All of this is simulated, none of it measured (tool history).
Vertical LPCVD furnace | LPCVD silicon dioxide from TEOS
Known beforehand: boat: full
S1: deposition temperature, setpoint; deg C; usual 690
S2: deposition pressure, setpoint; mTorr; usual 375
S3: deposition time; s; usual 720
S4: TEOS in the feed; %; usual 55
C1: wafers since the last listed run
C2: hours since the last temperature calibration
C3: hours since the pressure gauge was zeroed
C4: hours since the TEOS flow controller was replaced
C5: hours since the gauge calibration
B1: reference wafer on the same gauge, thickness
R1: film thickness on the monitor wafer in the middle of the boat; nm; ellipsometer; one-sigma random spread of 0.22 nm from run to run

run,hour,S1,S2,S3,S4,C1,C2,C3,C4,C5,B1,R1
1,0.0,690,375,720,55,0,3668.5,0.5,185.3,41.4,65.61,79.96
2,42.2,690,375,720,55,610,3710.7,42.7,227.5,83.6,65.82,79.91
3,102.1,690,375,720,55,865,3770.6,102.6,287.4,143.5,65.67,80.03
4,137.6,690,375,720,55,513,3806.1,138.1,322.9,179.0,65.65,79.54
5,172.2,686,375,720,55,500,3840.7,172.7,357.5,213.6,65.69,72.51
6,239.6,686,375,720,55,974,3908.1,240.1,424.9,281.0,65.76,72.43
7,405.0,686,375,720,55,2391,4073.5,405.5,590.3,446.4,65.79,72.46
8,453.0,683,425,990,55,693,4121.5,453.5,638.3,494.4,65.81,99.27
# hour 477.9: thermocouples replaced and temperature profile calibrated
9,516.3,685,445,510,46,568,38.4,516.8,701.6,557.7,65.64,48.93
10,540.4,690,375,720,55,348,62.5,540.9,725.7,581.8,65.72,78.35
11,575.0,700,375,720,55,500,97.1,575.5,760.3,616.4,65.67,98.18
12,624.7,690,375,720,60,718,146.8,625.2,810.0,666.1,65.68,81.92
13,676.4,690,375,720,55,747,198.5,676.9,861.7,717.8,65.69,78.41
14,725.5,690,375,720,55,709,247.6,726.0,910.8,766.9,65.77,78.56
15,755.3,679,460,720,47,430,277.4,755.8,940.6,796.7,65.67,61.56
16,785.7,681,375,720,55,439,307.8,786.2,971.0,827.1,65.70,63.32
17,843.9,690,375,720,55,841,366.0,844.4,1029.2,885.3,65.67,78.86
18,871.3,687,310,450,59,396,393.4,871.8,1056.6,912.7,65.78,43.02
19,903.9,690,375,720,55,471,426.0,904.4,1089.2,945.3,65.73,78.26
20,944.4,690,335,960,55,585,466.5,944.9,1129.7,985.8,65.68,99.45
21,1005.2,690,300,720,55,878,527.3,1005.7,1190.5,1046.6,65.75,70.26
22,1065.9,690,320,720,55,877,588.0,1066.4,1251.2,1107.3,65.63,72.38
23,1137.5,690,335,870,55,1035,659.6,1138.0,1322.8,1178.9,65.73,89.53
24,1181.7,690,295,720,66,638,703.8,1182.2,1367.0,1223.1,65.67,76.75
25,1370.4,690,375,720,55,2727,892.5,1370.9,1555.7,1411.8,65.69,79.41
26,1398.5,682,290,600,55,406,920.6,1399.0,1583.8,1439.9,65.72,48.29
27,1427.6,690,375,720,55,420,949.7,1428.1,1612.9,1469.0,65.70,79.28
28,1484.2,690,375,720,55,818,1006.3,1484.7,1669.5,1525.6,65.71,79.33
# hour 1556.1: pressure gauge zeroed
29,1556.6,690,375,540,55,699,1078.7,0.5,1741.9,1598.0,65.74,58.58
30,1600.5,690,375,720,55,634,1122.6,44.4,1785.8,1641.9,65.71,78.04

What if the next run were any one of these 5? Each begins from the tool's condition after run 30:
A,1603.8,690,375,720,55,47,1125.9,47.7,1789.1,1645.2,?,?
B,1603.8,682,450,540,55,47,1125.9,47.7,1789.1,1645.2,?,?
C,1603.8,686,310,450,46,47,1125.9,47.7,1789.1,1645.2,?,?
D,1603.8,690,375,720,63,47,1125.9,47.7,1789.1,1645.2,?,?
E,1603.8,701,375,720,55,47,1125.9,47.7,1789.1,1645.2,?,?

run,B1,R1
A,65.69,78.21
B,65.69,53.04
C,65.69,36.96
D,65.69,83.70
E,65.69,101.24
Take away the tool's hidden state, keep each run's random variation, and the runs would have read:
run,R1
A,77.69
B,52.70
C,36.70
D,83.15
E,100.58

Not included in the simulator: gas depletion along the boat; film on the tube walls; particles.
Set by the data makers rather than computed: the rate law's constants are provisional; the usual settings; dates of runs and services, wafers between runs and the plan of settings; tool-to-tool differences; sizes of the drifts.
